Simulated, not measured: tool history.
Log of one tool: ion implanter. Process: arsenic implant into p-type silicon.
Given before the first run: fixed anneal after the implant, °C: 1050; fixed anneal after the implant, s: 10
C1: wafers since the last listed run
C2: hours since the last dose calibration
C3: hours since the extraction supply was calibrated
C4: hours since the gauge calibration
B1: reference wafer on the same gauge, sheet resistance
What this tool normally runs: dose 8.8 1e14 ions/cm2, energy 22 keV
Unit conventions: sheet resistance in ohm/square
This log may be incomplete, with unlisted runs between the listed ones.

run 1 hour=0 | dose=10.63 energy=18 | C1=0 C2=2179.6 C3=5473.1 C4=68.7 | B1=149.89 | sheet_resistance=124.79
run 2 hour=13.8 | dose=8.8 energy=18 | C1=175 C2=2193.4 C3=5486.9 C4=82.5 | B1=149.81 | sheet_resistance=139.69
run 3 hour=31 | dose=8.8 energy=18 | C1=218 C2=2210.6 C3=5504.1 C4=99.7 | B1=149.69 | sheet_resistance=139.61
run 4 hour=48.9 | dose=8.8 energy=18 | C1=227 C2=2228.5 C3=5522 C4=117.6 | B1=149.59 | sheet_resistance=139.48
run 5 hour=62.2 | dose=7.51 energy=22 | C1=168 C2=2241.8 C3=5535.3 C4=130.9 | B1=149.45 | sheet_resistance=149.88
run 6 hour=75.3 | dose=7.51 energy=22 | C1=166 C2=2254.9 C3=5548.4 C4=144 | B1=149.31 | sheet_resistance=150.2
run 7 hour=92.8 | dose=8.8 energy=18.5 | C1=221 C2=2272.4 C3=5565.9 C4=161.5 | B1=149.14 | sheet_resistance=138.73
run 8 hour=103.2 | dose=8.8 energy=22 | C1=131 C2=2282.8 C3=5576.3 C4=171.9 | B1=148.99 | sheet_resistance=134.31
run 9 hour=109.7 | dose=8.8 energy=22 | C1=82 C2=2289.3 C3=5582.8 C4=178.4 | B1=148.94 | sheet_resistance=134.46
-- hour=119.8 gauge calibrated
run 10 hour=126.9 | dose=7.18 energy=24 | C1=218 C2=2306.5 C3=5600 C4=7.1 | B1=150.07 | sheet_resistance=153.67
run 11 hour=133.1 | dose=7.18 energy=24 | C1=78 C2=2312.7 C3=5606.2 C4=13.3 | B1=150.11 | sheet_resistance=153.35
run 12 hour=140.5 | dose=11.02 energy=25.5 | C1=93 C2=2320.1 C3=5613.6 C4=20.7 | B1=150.05 | sheet_resistance=114.86
run 13 hour=147.2 | dose=7.39 energy=25.5 | C1=84 C2=2326.8 C3=5620.3 C4=27.4 | B1=150.06 | sheet_resistance=149.29
-- hour=159.1 Faraday cup replaced and dose calibrated
-- hour=167.9 extraction supply calibrated
run 14 hour=168.4 | dose=7.39 energy=25.5 | C1=65 C2=9.3 C3=0.5 C4=48.6 | B1=150.05 | sheet_resistance=149.02
run 15 hour=172.6 | dose=7.88 energy=22 | C1=53 C2=13.5 C3=4.7 C4=52.8 | B1=150 | sheet_resistance=145.45
run 16 hour=181.4 | dose=11.27 energy=22 | C1=111 C2=22.3 C3=13.5 C4=61.6 | B1=149.93 | sheet_resistance=116.43
run 17 hour=189.9 | dose=7.51 energy=22 | C1=107 C2=30.8 C3=22 C4=70.1 | B1=149.98 | sheet_resistance=150.77
run 18 hour=198.2 | dose=6.35 energy=26 | C1=105 C2=39.1 C3=30.3 C4=78.4 | B1=149.85 | sheet_resistance=165.34
run 19 hour=207.1 | dose=9.54 energy=22 | C1=112 C2=48 C3=39.2 C4=87.3 | B1=149.87 | sheet_resistance=128.42
run 20 hour=243.7 | dose=8.8 energy=22 | C1=464 C2=84.6 C3=75.8 C4=123.9 | B1=149.56 | sheet_resistance=135.13
run 21 hour=259.8 | dose=6.77 energy=27.5 | C1=204 C2=100.7 C3=91.9 C4=140 | B1=149.38 | sheet_resistance=156.48
-- hour=264.3 gauge calibrated
run 22 hour=273.5 | dose=9.62 energy=16 | C1=173 C2=114.4 C3=105.6 C4=9.2 | B1=149.92 | sheet_resistance=134.72

Entry by entry between the runs, the difference in hidden state between the last listed run before and the first listed run after:
Runs 9 to 10: gauge calibrated (hour 119.8)
  gauge reads high (%): -0.747 -> 0.0747
  what was measured, less what the result would be without the hidden state, sheet resistance: -1.01 -> +0.11 ohm/square
Runs 13 to 14: Faraday cup replaced and dose calibrated (hour 159.1); extraction supply calibrated (hour 167.9)
  gauge reads high (%): 0.0577 -> 0.0185
  what was measured, less what the result would be without the hidden state, sheet resistance: +0.08 -> +0.03 ohm/square
Runs 21 to 22: gauge calibrated (hour 264.3)
  gauge reads high (%): -0.401 -> -0.0613
  what was measured, less what the result would be without the hidden state, sheet resistance: -0.63 -> -0.09 ohm/square
